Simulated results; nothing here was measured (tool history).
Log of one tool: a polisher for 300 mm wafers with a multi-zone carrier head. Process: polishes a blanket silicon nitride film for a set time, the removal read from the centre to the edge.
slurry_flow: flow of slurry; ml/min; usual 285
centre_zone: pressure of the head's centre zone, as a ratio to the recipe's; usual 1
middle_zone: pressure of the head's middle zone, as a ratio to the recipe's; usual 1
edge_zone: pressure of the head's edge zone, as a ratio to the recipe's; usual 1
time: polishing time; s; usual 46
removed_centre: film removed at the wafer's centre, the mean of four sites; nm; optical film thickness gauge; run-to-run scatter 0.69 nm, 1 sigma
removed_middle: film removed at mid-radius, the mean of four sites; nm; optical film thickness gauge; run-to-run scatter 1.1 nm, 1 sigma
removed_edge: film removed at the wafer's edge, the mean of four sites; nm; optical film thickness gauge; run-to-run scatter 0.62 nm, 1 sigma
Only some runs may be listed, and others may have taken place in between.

run,hour,slurry_flow,centre_zone,middle_zone,edge_zone,time,wafers since the last listed run,wafers polished on this pad,hours since the slurry nozzle was cleaned,hours since the centre zone pressure was calibrated,hours since the edge zone pressure was calibrated,hours since the carrier head's membrane was replaced,"incoming thickness of the incoming film, nm",removed_centre,removed_middle,removed_edge
1,0,285,1,1,0.92,46,0,338,435.2,248.4,704.8,900.8,456.4,74.2,74.3,70.3
# hour 31.4: slurry nozzle cleaned
2,57,285,1,1,1,46,472,811,25.6,305.4,761.8,957.8,459,73.2,76.1,72.3
# hour 63.3: edge zone pressure recalibrated
3,98,220,1,0.94,1,46,329,1140,66.6,346.4,34.7,998.8,444.1,69.3,68.1,70
4,123.7,220,1,0.94,1,46,216,1357,92.3,372.1,60.4,1024.5,450.8,67,66.8,69.1
# hour 165: centre zone pressure recalibrated
# hour 243.3: worn pad replaced by a new one
5,243.8,285,1,1,1.03,46,963,4,212.4,78.8,180.5,1144.6,448.6,75.2,75.7,76
6,307.5,285,1,1,1.03,46,537,541,276.1,142.5,244.2,1208.3,454.4,74.4,73.7,74
7,344.3,285,1,1,1.03,46,310,852,312.9,179.3,281,1245.1,451.9,73.2,73.7,73.7
8,389.2,215,1,1,1,46,378,1231,357.8,224.2,325.9,1290,450.7,70.2,71.6,70.4
9,453.4,215,1,1,1,46,541,1773,422,288.4,390.1,1354.2,452.1,68,70.8,69.2
# hour 500: worn pad replaced by a new one
10,509.1,285,1,0.96,1,46,436,76,477.7,344.1,445.8,1409.9,452.1,75.4,73.5,73.6
11,533.5,285,1,0.96,1,46,205,282,502.1,368.5,470.2,1434.3,444.5,73.6,75.6,73.2
12,593.8,285,0.93,1,1,50,508,791,562.4,428.8,530.5,1494.6,440.6,72.3,77.7,78.5
# hour 601.9: slurry nozzle cleaned
# hour 603.1: centre zone pressure recalibrated
13,777.5,285,1.05,1,0.91,62,1532,2323,175.6,174.4,714.2,1678.3,447.4,93.1,92,87
# hour 807: worn pad replaced by a new one
# hour 834.1: edge zone pressure recalibrated
14,843.9,285,1,1,1.07,46,509,294,242,240.8,9.8,1744.7,449.1,73.3,75,77
15,907.8,325,1.09,1,1,50,539,834,305.9,304.7,73.7,1808.6,445.8,86.2,80.8,78.8
16,979,260,1,0.96,1.08,46,600,1435,377.1,375.9,144.9,1879.8,449.7,69.3,70.7,72.1
17,1016.3,285,0.89,1,1,46,314,1749,414.4,413.2,182.2,1917.1,452.8,61.7,69.1,69.1
18,1055.8,285,1,1,1,46,333,2083,453.9,452.7,221.7,1956.6,443.7,67.4,70.2,68.8
19,1084.1,195,1.05,1,1,46,238,2322,482.2,481,250,1984.9,443.6,66.5,65.9,65.4
# hour 1099.3: carrier head's membrane replaced by a new one
# hour 1104.7: centre zone pressure recalibrated
20,1123.5,285,1,1,1,46,273,2595,521.6,18.8,289.4,24.2,445,66.7,67.1,66.3
# hour 1136.4: worn pad replaced by a new one
# hour 1146.6: slurry nozzle cleaned
21,1192.7,285,1,1,1.12,46,541,466,46.1,88,358.6,93.4,453.3,73.7,73.7,79.2
22,1285.1,285,1.05,1,1,46,779,1246,138.5,180.4,451,185.8,454.5,75.3,72.2,71
23,1434.1,285,1.12,1.09,1.04,30,1257,2504,287.5,329.4,600,334.8,442.1,48.1,46.9,44.5

Same runs, no hidden state in the tool, same run-to-run variation:
What the log doesn't record here: removal rate lost through wear of the pad, %; slurry flow missing at the pad, %; deviation of the centre zone's pressure from its setpoint, %; deviation of the edge zone's pressure from its setpoint, %.
run,removed_centre,removed_middle,removed_edge
1,75.7,75.8,71.7
2,76.2,79.2,75.2
3,73.2,72,74
4,71.4,71.2,73.7
5,75.2,75.7,76
6,76.1,75.4,75.7
7,75.9,76.4,76.4
8,74,75.4,74.1
9,73.4,76.3,74.7
10,76.9,75,75
11,75.7,77.7,75.3
12,76,81.6,82.5
13,104.8,103.6,98
14,74.9,76.5,78.7
15,90.1,84.4,82.3
16,74.3,75.8,77.4
17,67.1,75.1,75.2
18,74.4,77.5,75.9
19,74.2,73.6,72.9
20,75.5,76.1,75.1
21,75.2,75.3,80.9
22,79.5,76.3,75
23,53.7,52.4,49.7
